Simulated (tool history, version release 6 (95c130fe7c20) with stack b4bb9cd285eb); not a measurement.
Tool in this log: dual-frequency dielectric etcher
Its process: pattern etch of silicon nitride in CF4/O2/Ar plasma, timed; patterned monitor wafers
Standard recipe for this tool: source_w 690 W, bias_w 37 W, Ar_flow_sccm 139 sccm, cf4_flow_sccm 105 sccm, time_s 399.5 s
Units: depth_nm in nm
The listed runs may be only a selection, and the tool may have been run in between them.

run   hour  source_w  bias_w  Ar_flow_sccm  cf4_flow_sccm  time_s  read-back reference wafer on the same gauge, depth_nm  depth_nm
  1      0       690      37           139             98     495                                                  883.1    1063.1
  2   41.1       690      37           119            105   399.5                                                    883     891.4
  3  101.9       810      37           139            105   474.5                                                    883    1170.6
  4  140.4       690      37           139            105   399.5                                                  883.4       874
  5  280.2       590      37           139            105   515.5                                                  882.9     990.8
       346  -- wet clean of the chamber
  6  346.5       690      37           139            105   399.5                                                  883.4     869.8
  7  416.7       530      46           150            105     347                                                  882.7     674.8
  8  486.5       690      37           139            105   399.5                                                  883.8     867.6
     490.8  -- bias power generator calibrated
  9    592       690      37           121            105     341                                                    883     767.7
 10  664.9       780      37           139             88   399.5                                                    884     924.9
 11  724.3       690      29           125            105   367.5                                                  883.3     722.5

What does the tool deliver on the next run?
 12   780       690      37           139            105   399.5                                                      ?         ?

read-back reference wafer on the same gauge, depth_nm: 884.3
depth_nm: 873.3 nm
Minus the tool's unlogged condition, the same run would have read depth_nm 873.3 nm.

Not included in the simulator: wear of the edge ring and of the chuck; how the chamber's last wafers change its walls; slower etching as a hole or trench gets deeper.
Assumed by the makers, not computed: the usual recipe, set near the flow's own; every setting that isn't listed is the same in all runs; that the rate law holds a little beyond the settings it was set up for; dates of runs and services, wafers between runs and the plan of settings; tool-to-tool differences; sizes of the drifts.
